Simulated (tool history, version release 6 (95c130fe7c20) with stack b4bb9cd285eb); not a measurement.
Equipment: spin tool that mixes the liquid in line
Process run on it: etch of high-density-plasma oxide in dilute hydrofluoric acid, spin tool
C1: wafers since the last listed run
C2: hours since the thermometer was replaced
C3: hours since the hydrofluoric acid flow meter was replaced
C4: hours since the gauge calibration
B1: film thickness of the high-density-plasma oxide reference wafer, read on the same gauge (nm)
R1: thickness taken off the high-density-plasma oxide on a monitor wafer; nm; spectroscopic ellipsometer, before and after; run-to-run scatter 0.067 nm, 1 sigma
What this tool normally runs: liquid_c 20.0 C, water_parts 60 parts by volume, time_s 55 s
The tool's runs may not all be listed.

Run 1, hour 0.0: usual settings; C1 0; C2 1552.5; C3 803.9; C4 358.3; B1 140.01. Result: R1 8.14 nm.
Run 2, hour 35.3: usual settings; C1 546; C2 1587.8; C3 839.2; C4 393.6; B1 140.00. Result: R1 8.16 nm.
Run 3, hour 82.9: usual settings but water_parts 70 parts by volume; C1 736; C2 1635.4; C3 886.8; C4 441.2; B1 140.02. Result: R1 6.96 nm.
Run 4, hour 119.3: usual settings but water_parts 70 parts by volume; C1 563; C2 1671.8; C3 923.2; C4 477.6; B1 140.00. Result: R1 6.82 nm.
Run 5, hour 170.4: usual settings but liquid_c 22.5 C, time_s 70 s; C1 790; C2 1722.9; C3 974.3; C4 528.7; B1 139.98. Result: R1 11.61 nm.
Run 6, hour 227.0: usual settings but liquid_c 18.0 C; C1 875; C2 1779.5; C3 1030.9; C4 585.3; B1 139.99. Result: R1 7.72 nm.
Run 7, hour 268.3: usual settings but liquid_c 18.0 C; C1 639; C2 1820.8; C3 1072.2; C4 626.6; B1 140.01. Result: R1 7.49 nm.
Run 8, hour 451.5: usual settings but liquid_c 18.0 C; C1 2834; C2 2004.0; C3 1255.4; C4 809.8; B1 140.01. Result: R1 7.65 nm.
Run 9, hour 503.5: usual settings; C1 804; C2 2056.0; C3 1307.4; C4 861.8; B1 139.99. Result: R1 8.40 nm.
Run 10, hour 536.7: usual settings; C1 513; C2 2089.2; C3 1340.6; C4 895.0; B1 140.00. Result: R1 8.38 nm.
Run 11, hour 566.3: usual settings; C1 458; C2 2118.8; C3 1370.2; C4 924.6; B1 140.00. Result: R1 8.39 nm.
At hour 621.9: gauge calibrated.
Run 12, hour 625.7: usual settings; C1 919; C2 2178.2; C3 1429.6; C4 3.8; B1 139.99. Result: R1 8.38 nm.
Run 13, hour 661.3: usual settings; C1 550; C2 2213.8; C3 1465.2; C4 39.4; B1 140.01. Result: R1 8.46 nm.
Run 14, hour 729.4: usual settings but liquid_c 21.5 C; C1 1053; C2 2281.9; C3 1533.3; C4 107.5; B1 140.02. Result: R1 8.95 nm.
Run 15, hour 766.6: usual settings but liquid_c 21.5 C; C1 575; C2 2319.1; C3 1570.5; C4 144.7; B1 140.00. Result: R1 9.00 nm.
Run 16, hour 803.5: usual settings but water_parts 45 parts by volume; C1 571; C2 2356.0; C3 1607.4; C4 181.6; B1 139.99. Result: R1 11.47 nm.
Run 17, hour 833.7: usual settings but liquid_c 21.5 C; C1 467; C2 2386.2; C3 1637.6; C4 211.8; B1 140.00. Result: R1 8.96 nm.
Run 18, hour 889.3: usual settings but liquid_c 21.5 C; C1 860; C2 2441.8; C3 1693.2; C4 267.4; B1 140.01. Result: R1 9.05 nm.
At hour 909.1: thermometer replaced.
Run 19, hour 932.4: usual settings but liquid_c 18.0 C, water_parts 75 parts by volume; C1 651; C2 23.3; C3 1736.3; C4 310.5; B1 140.00. Result: R1 5.39 nm.
Run 20, hour 986.9: usual settings but liquid_c 22.5 C, water_parts 40 parts by volume, time_s 35 s; C1 843; C2 77.8; C3 1790.8; C4 365.0; B1 139.98. Result: R1 8.08 nm.
Run 21, hour 1035.7: usual settings but water_parts 30 parts by volume; C1 755; C2 126.6; C3 1839.6; C4 413.8; B1 139.99. Result: R1 15.98 nm.
Run 22, hour 1152.0: usual settings but liquid_c 24.5 C, water_parts 90 parts by volume, time_s 40 s; C1 1799; C2 242.9; C3 1955.9; C4 530.1; B1 140.00. Result: R1 4.31 nm.
At hour 1161.3: hydrofluoric acid flow meter replaced.
Run 23, hour 1179.2: usual settings but water_parts 50 parts by volume, time_s 30 s; C1 405; C2 270.1; C3 17.9; C4 557.3; B1 139.99. Result: R1 4.97 nm.
Run 24, hour 1207.2: usual settings but liquid_c 23.5 C; C1 433; C2 298.1; C3 45.9; C4 585.3; B1 140.02. Result: R1 8.80 nm.
Run 25, hour 1240.2: usual settings but liquid_c 24.5 C, water_parts 75 parts by volume; C1 510; C2 331.1; C3 78.9; C4 618.3; B1 140.00. Result: R1 7.11 nm.
Run 26, hour 1275.0: usual settings but liquid_c 17.0 C, water_parts 40 parts by volume, time_s 25 s; C1 538; C2 365.9; C3 113.7; C4 653.1; B1 140.01. Result: R1 4.69 nm.
Run 27, hour 1316.7: usual settings but liquid_c 22.0 C, water_parts 50 parts by volume, time_s 75 s; C1 645; C2 407.6; C3 155.4; C4 694.8; B1 139.99. Result: R1 13.65 nm.
Run 28, hour 1355.3: usual settings but liquid_c 23.5 C, water_parts 45 parts by volume; C1 597; C2 446.2; C3 194.0; C4 733.4; B1 140.02. Result: R1 12.00 nm.
Run 29, hour 1396.5: usual settings but liquid_c 17.5 C, water_parts 35 parts by volume; C1 637; C2 487.4; C3 235.2; C4 774.6; B1 139.99. Result: R1 12.30 nm.
Run 30, hour 1455.1: usual settings but liquid_c 24.5 C, water_parts 90 parts by volume, time_s 40 s; C1 906; C2 546.0; C3 293.8; C4 833.2; B1 140.03. Result: R1 4.26 nm.

Measured less the same run without the tool's hidden state. The same run-to-run variation is in both; the gauge's scatter may not be:
Hidden state at play: liquid hotter than its thermometer reads (K); hydrofluoric acid flow above the setpoint (%); gauge reads high (%).
run     R1
  1  +0.69
  2  +0.71
  3  +0.61
  4  +0.60
  5  +1.05
  6  +0.74
  7  +0.73
  8  +0.81
  9  +0.88
 10  +0.89
 11  +0.91
 12  +0.93
 13  +0.95
 14  +1.02
 15  +1.04
 16  +1.37
 17  +1.06
 18  +1.09
 19  +0.04
 20  +0.07
 21  +0.18
 22  +0.07
 23  +0.09
 24  +0.17
 25  +0.14
 26  +0.10
 27  +0.33
 28  +0.30
 29  +0.35
 30  +0.12
